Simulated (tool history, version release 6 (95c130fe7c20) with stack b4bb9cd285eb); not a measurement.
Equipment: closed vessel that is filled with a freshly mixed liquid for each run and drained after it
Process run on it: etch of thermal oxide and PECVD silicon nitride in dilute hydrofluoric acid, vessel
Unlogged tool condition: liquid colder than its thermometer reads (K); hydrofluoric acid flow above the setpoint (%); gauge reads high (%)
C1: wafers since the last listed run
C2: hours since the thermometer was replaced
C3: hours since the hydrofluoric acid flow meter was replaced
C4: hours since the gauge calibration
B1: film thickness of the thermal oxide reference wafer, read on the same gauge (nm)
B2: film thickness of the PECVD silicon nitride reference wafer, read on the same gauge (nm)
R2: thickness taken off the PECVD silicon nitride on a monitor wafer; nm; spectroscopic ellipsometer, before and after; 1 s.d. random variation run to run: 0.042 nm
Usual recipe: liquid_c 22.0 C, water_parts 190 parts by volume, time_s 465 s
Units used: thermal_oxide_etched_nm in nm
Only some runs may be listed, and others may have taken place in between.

run 1 day=0.000 | liquid_c=23.5 water_parts=190 time_s=465 | C1=0 C2=1748.8 C3=1752.1 C4=2540.8 | B1=140.02 B2=40.005 | thermal_oxide_etched_nm=9.95 R2=5.074
-- day=0.458 hydrofluoric acid flow meter replaced
run 2 day=2.279 | liquid_c=22.0 water_parts=190 time_s=465 | C1=3742 C2=1803.5 C3=43.7 C4=2595.5 | B1=140.03 B2=40.002 | thermal_oxide_etched_nm=9.34 R2=4.519
run 3 day=6.762 | liquid_c=22.0 water_parts=190 time_s=465 | C1=7499 C2=1911.1 C3=151.3 C4=2703.1 | B1=140.01 B2=39.993 | thermal_oxide_etched_nm=9.12 R2=4.581
run 4 day=10.529 | liquid_c=22.0 water_parts=190 time_s=465 | C1=6300 C2=2001.5 C3=241.7 C4=2793.5 | B1=139.96 B2=39.981 | thermal_oxide_etched_nm=9.15 R2=4.496
run 5 day=12.871 | liquid_c=22.0 water_parts=240 time_s=465 | C1=3916 C2=2057.7 C3=297.9 C4=2849.7 | B1=139.98 B2=40.011 | thermal_oxide_etched_nm=6.91 R2=3.597
run 6 day=15.996 | liquid_c=22.0 water_parts=240 time_s=465 | C1=5227 C2=2132.7 C3=372.9 C4=2924.7 | B1=140.01 B2=39.996 | thermal_oxide_etched_nm=6.99 R2=3.583
run 7 day=19.262 | liquid_c=22.0 water_parts=160 time_s=465 | C1=5463 C2=2211.1 C3=451.3 C4=3003.1 | B1=139.98 B2=39.964 | thermal_oxide_etched_nm=11.10 R2=5.243
run 8 day=20.904 | liquid_c=27.0 water_parts=260 time_s=465 | C1=2745 C2=2250.5 C3=490.7 C4=3042.5 | B1=139.99 B2=40.004 | thermal_oxide_etched_nm=7.54 R2=4.535
run 9 day=24.433 | liquid_c=25.5 water_parts=135 time_s=705 | C1=5903 C2=2335.2 C3=575.4 C4=3127.2 | B1=139.99 B2=39.988 | thermal_oxide_etched_nm=23.82 R2=12.051
-- day=24.842 gauge calibrated
run 10 day=26.371 | liquid_c=25.5 water_parts=155 time_s=200 | C1=3240 C2=2381.7 C3=621.9 C4=36.7 | B1=140.02 B2=39.994 | thermal_oxide_etched_nm=5.75 R2=2.950
run 11 day=28.533 | liquid_c=18.0 water_parts=270 time_s=200 | C1=3617 C2=2433.6 C3=673.8 C4=88.6 | B1=139.97 B2=40.020 | thermal_oxide_etched_nm=2.23 R2=1.025
run 12 day=31.971 | liquid_c=22.0 water_parts=190 time_s=465 | C1=5749 C2=2516.1 C3=756.3 C4=171.1 | B1=140.00 B2=39.982 | thermal_oxide_etched_nm=9.03 R2=4.399
run 13 day=34.346 | liquid_c=18.0 water_parts=190 time_s=240 | C1=3972 C2=2573.1 C3=813.3 C4=228.1 | B1=140.03 B2=40.008 | thermal_oxide_etched_nm=4.03 R2=1.734
-- day=35.662 thermometer replaced
run 14 day=36.867 | liquid_c=22.0 water_parts=190 time_s=195 | C1=4146 C2=28.9 C3=873.8 C4=288.6 | B1=140.00 B2=39.983 | thermal_oxide_etched_nm=4.12 R2=2.088
run 15 day=38.946 | liquid_c=26.0 water_parts=125 time_s=275 | C1=3477 C2=78.8 C3=923.7 C4=338.5 | B1=140.02 B2=39.985 | thermal_oxide_etched_nm=10.80 R2=5.634
run 16 day=42.071 | liquid_c=23.5 water_parts=235 time_s=730 | C1=5227 C2=153.8 C3=998.7 C4=413.5 | B1=140.02 B2=40.003 | thermal_oxide_etched_nm=12.41 R2=6.898
run 17 day=43.988 | liquid_c=23.5 water_parts=100 time_s=275 | C1=3205 C2=199.8 C3=1044.7 C4=459.5 | B1=140.01 B2=39.990 | thermal_oxide_etched_nm=13.01 R2=5.958
run 18 day=46.104 | liquid_c=22.0 water_parts=190 time_s=465 | C1=3540 C2=250.6 C3=1095.5 C4=510.3 | B1=140.01 B2=39.996 | thermal_oxide_etched_nm=9.60 R2=4.877
run 19 day=49.783 | liquid_c=20.0 water_parts=190 time_s=595 | C1=6153 C2=338.9 C3=1183.8 C4=598.6 | B1=139.99 B2=40.011 | thermal_oxide_etched_nm=11.46 R2=5.502

Expected results for the next run?
run 20 day=51.788 | liquid_c=22.0 water_parts=120 time_s=465 | C1=3352 C2=387.0 C3=1231.9 C4=646.7 | B1=? B2=? | thermal_oxide_etched_nm=? R2=?

Run 20 yielded B1 139.95, B2 40.011, thermal_oxide_etched_nm 16.80 nm, R2 7.700 nm.
Minus the tool's unlogged condition, the same run would have read thermal_oxide_etched_nm 17.07 nm, R2 7.908 nm.

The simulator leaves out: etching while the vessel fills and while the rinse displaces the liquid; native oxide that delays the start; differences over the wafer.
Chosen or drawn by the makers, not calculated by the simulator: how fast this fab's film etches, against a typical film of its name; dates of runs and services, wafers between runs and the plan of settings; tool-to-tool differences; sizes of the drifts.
